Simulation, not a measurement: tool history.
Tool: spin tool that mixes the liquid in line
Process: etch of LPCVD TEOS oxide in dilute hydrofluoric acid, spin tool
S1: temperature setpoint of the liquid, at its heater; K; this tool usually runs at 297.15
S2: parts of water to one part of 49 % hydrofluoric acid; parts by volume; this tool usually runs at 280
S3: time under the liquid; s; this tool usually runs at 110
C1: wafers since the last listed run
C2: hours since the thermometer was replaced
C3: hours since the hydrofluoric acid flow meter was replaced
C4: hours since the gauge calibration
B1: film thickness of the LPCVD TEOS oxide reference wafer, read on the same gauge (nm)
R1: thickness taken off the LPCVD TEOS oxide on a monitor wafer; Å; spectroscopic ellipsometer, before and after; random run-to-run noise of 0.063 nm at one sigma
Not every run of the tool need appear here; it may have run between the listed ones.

run	hour	S1	S2	S3	C1	C2	C3	C4	B1	R1
1	0	297.15	280	110	0	2139	857.1	102.8	99.97	131
# hour 3: gauge calibrated
2	7.1	297.15	280	110	73	2146.1	864.2	4.1	100.05	130.8
3	23.8	297.15	340	110	173	2162.8	880.9	20.8	100.01	100.9
4	34.9	297.15	340	110	115	2173.9	892	31.9	100	101.7
5	45	297.15	340	110	104	2184	902.1	42	100.01	101
6	62.4	300.15	280	110	180	2201.4	919.5	59.4	99.99	144.5
7	72	297.15	280	110	99	2211	929.1	69	100.03	129.7
# hour 73.2: hydrofluoric acid flow meter replaced
8	81.7	297.15	280	110	90	2220.7	8.5	78.7	99.99	143
# hour 87.5: thermometer replaced
9	90.7	300.65	280	110	82	3.2	17.5	87.7	100.01	159.9
10	99.9	299.15	185	110	95	12.4	26.7	96.9	99.98	255.8
# hour 112.8: gauge calibrated
11	126.1	300.15	280	140	271	38.6	52.9	13.3	100.02	198.5
12	142	292.65	280	110	164	54.5	68.8	29.2	100.01	119.7
13	158.1	297.15	280	110	166	70.6	84.9	45.3	100.01	140
14	168.6	297.15	345	160	108	81.1	95.4	55.8	100.01	155.6
15	174.7	299.65	180	150	63	87.2	101.5	61.9	99.95	361.4
16	191.2	301.15	215	110	171	103.7	118	78.4	99.96	225
17	201.9	297.15	415	160	110	114.4	128.7	89.1	100	121
18	215.9	301.15	175	70	145	128.4	142.7	103.1	100.01	183.3

5 options for the next run, each taken on its own from the tool as it stands now. Forecast them:
A	216.3	297.15	400	110	4	128.8	143.1	103.5	?	?
B	216.3	297.15	280	140	4	128.8	143.1	103.5	?	?
C	216.3	297.15	330	165	4	128.8	143.1	103.5	?	?
D	216.3	297.15	280	155	4	128.8	143.1	103.5	?	?
E	216.3	297.15	355	145	4	128.8	143.1	103.5	?	?

run	B1	R1
A	99.99	86.9
B	99.99	177.3
C	99.99	168.8
D	99.99	196.3
E	99.99	134.6
Without the tool's unlogged condition, the same runs would have read:
run	R1
A	90.4
B	184.1
C	175.4
D	203.8
E	139.9

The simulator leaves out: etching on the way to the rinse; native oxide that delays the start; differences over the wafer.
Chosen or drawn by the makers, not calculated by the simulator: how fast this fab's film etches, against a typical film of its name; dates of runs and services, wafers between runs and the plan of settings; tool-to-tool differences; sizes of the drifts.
